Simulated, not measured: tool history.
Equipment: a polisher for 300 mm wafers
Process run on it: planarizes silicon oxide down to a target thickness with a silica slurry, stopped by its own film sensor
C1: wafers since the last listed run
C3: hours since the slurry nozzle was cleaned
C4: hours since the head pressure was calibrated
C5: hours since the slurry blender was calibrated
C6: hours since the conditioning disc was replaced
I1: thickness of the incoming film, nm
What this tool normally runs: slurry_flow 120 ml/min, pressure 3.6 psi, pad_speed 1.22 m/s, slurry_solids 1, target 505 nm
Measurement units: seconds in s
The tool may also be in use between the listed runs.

run 1 hour=0 | slurry_flow=120 pressure=4.1 pad_speed=1.34 slurry_solids=1 target=505 | C1=0 wafers_polished_on_this_pad=51 C3=586.4 C4=942.7 C5=240.1 C6=33.7 | I1=820.6 | seconds=83.5
-- hour=2.1 slurry blender recalibrated
run 2 hour=10.6 | slurry_flow=120 pressure=4.1 pad_speed=1.22 slurry_solids=1 target=505 | C1=53 wafers_polished_on_this_pad=105 C3=597 C4=953.3 C5=8.5 C6=44.3 | I1=817.9 | seconds=89.1
run 3 hour=27.4 | slurry_flow=120 pressure=4.1 pad_speed=1.22 slurry_solids=1 target=505 | C1=104 wafers_polished_on_this_pad=209 C3=613.8 C4=970.1 C5=25.3 C6=61.1 | I1=811.5 | seconds=87.9
run 4 hour=42.4 | slurry_flow=120 pressure=4.1 pad_speed=1.22 slurry_solids=1 target=505 | C1=93 wafers_polished_on_this_pad=303 C3=628.8 C4=985.1 C5=40.3 C6=76.1 | I1=808 | seconds=86
run 5 hour=58.6 | slurry_flow=120 pressure=3.6 pad_speed=1.22 slurry_solids=1 target=505 | C1=100 wafers_polished_on_this_pad=403 C3=645 C4=1001.3 C5=56.5 C6=92.3 | I1=808 | seconds=98.8
run 6 hour=72.8 | slurry_flow=120 pressure=3.6 pad_speed=1.22 slurry_solids=1 target=505 | C1=88 wafers_polished_on_this_pad=492 C3=659.2 C4=1015.5 C5=70.7 C6=106.5 | I1=824.5 | seconds=99.6
-- hour=79.7 conditioning disc replaced and pad reconditioned
run 7 hour=88 | slurry_flow=135 pressure=3.6 pad_speed=1.22 slurry_solids=1 target=505 | C1=82 wafers_polished_on_this_pad=574 C3=674.4 C4=1030.7 C5=85.9 C6=8.3 | I1=821.8 | seconds=98.9
run 8 hour=98.5 | slurry_flow=135 pressure=3.6 pad_speed=1.22 slurry_solids=1 target=505 | C1=65 wafers_polished_on_this_pad=639 C3=684.9 C4=1041.2 C5=96.4 C6=18.8 | I1=807.3 | seconds=95.2
run 9 hour=113.3 | slurry_flow=120 pressure=2.9 pad_speed=1.22 slurry_solids=1 target=505 | C1=92 wafers_polished_on_this_pad=731 C3=699.7 C4=1056 C5=111.2 C6=33.6 | I1=815.4 | seconds=120.7
run 10 hour=130.3 | slurry_flow=120 pressure=2.9 pad_speed=1.22 slurry_solids=1 target=505 | C1=105 wafers_polished_on_this_pad=837 C3=716.7 C4=1073 C5=128.2 C6=50.6 | I1=829.5 | seconds=128.6
run 11 hour=136.6 | slurry_flow=120 pressure=3.6 pad_speed=1.22 slurry_solids=0.8 target=505 | C1=39 wafers_polished_on_this_pad=876 C3=723 C4=1079.3 C5=134.5 C6=56.9 | I1=807.6 | seconds=105.3
-- hour=146.6 worn pad replaced by a new one
run 12 hour=147.1 | slurry_flow=150 pressure=3.6 pad_speed=1.5 slurry_solids=0.75 target=441 | C1=40 wafers_polished_on_this_pad=3 C3=733.5 C4=1089.8 C5=145 C6=67.4 | I1=818 | seconds=115.3
run 13 hour=159.1 | slurry_flow=120 pressure=3.6 pad_speed=1.22 slurry_solids=1 target=505 | C1=74 wafers_polished_on_this_pad=78 C3=745.5 C4=1101.8 C5=157 C6=79.4 | I1=822 | seconds=100.5
run 14 hour=168.1 | slurry_flow=155 pressure=3 pad_speed=1.22 slurry_solids=1.15 target=590 | C1=55 wafers_polished_on_this_pad=133 C3=754.5 C4=1110.8 C5=166 C6=88.4 | I1=825.2 | seconds=85.8
run 15 hour=175.9 | slurry_flow=120 pressure=3.6 pad_speed=1.22 slurry_solids=0.85 target=505 | C1=48 wafers_polished_on_this_pad=182 C3=762.3 C4=1118.6 C5=173.8 C6=96.2 | I1=830.7 | seconds=109.4
run 16 hour=187.2 | slurry_flow=120 pressure=3.6 pad_speed=1.22 slurry_solids=1.25 target=402 | C1=70 wafers_polished_on_this_pad=252 C3=773.6 C4=1129.9 C5=185.1 C6=107.5 | I1=819.2 | seconds=121.1
-- hour=201.5 slurry blender recalibrated
run 17 hour=203.1 | slurry_flow=120 pressure=3.6 pad_speed=1.22 slurry_solids=1 target=505 | C1=86 wafers_polished_on_this_pad=339 C3=789.5 C4=1145.8 C5=1.6 C6=123.4 | I1=836.8 | seconds=103.9
-- hour=209.3 conditioning disc replaced and pad reconditioned
run 18 hour=212.1 | slurry_flow=120 pressure=3.6 pad_speed=0.9 slurry_solids=1 target=505 | C1=43 wafers_polished_on_this_pad=382 C3=798.5 C4=1154.8 C5=10.6 C6=2.8 | I1=830.9 | seconds=125.2
-- hour=232.2 slurry nozzle cleaned
-- hour=238.4 head pressure recalibrated
run 19 hour=254.3 | slurry_flow=90 pressure=3 pad_speed=1.36 slurry_solids=1 target=543 | C1=243 wafers_polished_on_this_pad=626 C3=22.1 C4=15.9 C5=52.8 C6=45 | I1=827.7 | seconds=106.4
run 20 hour=266 | slurry_flow=95 pressure=3.6 pad_speed=0.86 slurry_solids=0.8 target=562 | C1=72 wafers_polished_on_this_pad=699 C3=33.8 C4=27.6 C5=64.5 C6=56.7 | I1=813.1 | seconds=110.3
run 21 hour=278.4 | slurry_flow=120 pressure=3.6 pad_speed=0.96 slurry_solids=1 target=505 | C1=77 wafers_polished_on_this_pad=776 C3=46.2 C4=40 C5=76.9 C6=69.1 | I1=820.3 | seconds=117.2
run 22 hour=291.7 | slurry_flow=120 pressure=3.6 pad_speed=1.22 slurry_solids=1 target=445 | C1=82 wafers_polished_on_this_pad=859 C3=59.5 C4=53.3 C5=90.2 C6=82.4 | I1=831.6 | seconds=120.5
run 23 hour=304.4 | slurry_flow=120 pressure=3.6 pad_speed=1.22 slurry_solids=1 target=505 | C1=78 wafers_polished_on_this_pad=938 C3=72.2 C4=66 C5=102.9 C6=95.1 | I1=826.9 | seconds=102.8

Hidden state at the last listed run before each entry between runs and at the first one after, where it differs:
In the gap between runs 1 and 2: slurry blender recalibrated (hour 2.1)
  no difference in the tool's unlogged condition between these two runs
In the gap between runs 6 and 7: conditioning disc replaced and pad reconditioned (hour 79.7)
  no difference in the tool's unlogged condition between these two runs
In the gap between runs 11 and 12: worn pad replaced by a new one (hour 146.6)
  no difference in the tool's unlogged condition between these two runs
In the gap between runs 16 and 17: slurry blender recalibrated (hour 201.5)
  no difference in the tool's unlogged condition between these two runs
In the gap between runs 17 and 18: conditioning disc replaced and pad reconditioned (hour 209.3)
  no difference in the tool's unlogged condition between these two runs
In the gap between runs 18 and 19: slurry nozzle cleaned (hour 232.2); head pressure recalibrated (hour 238.4)
  no difference in the tool's unlogged condition between these two runs
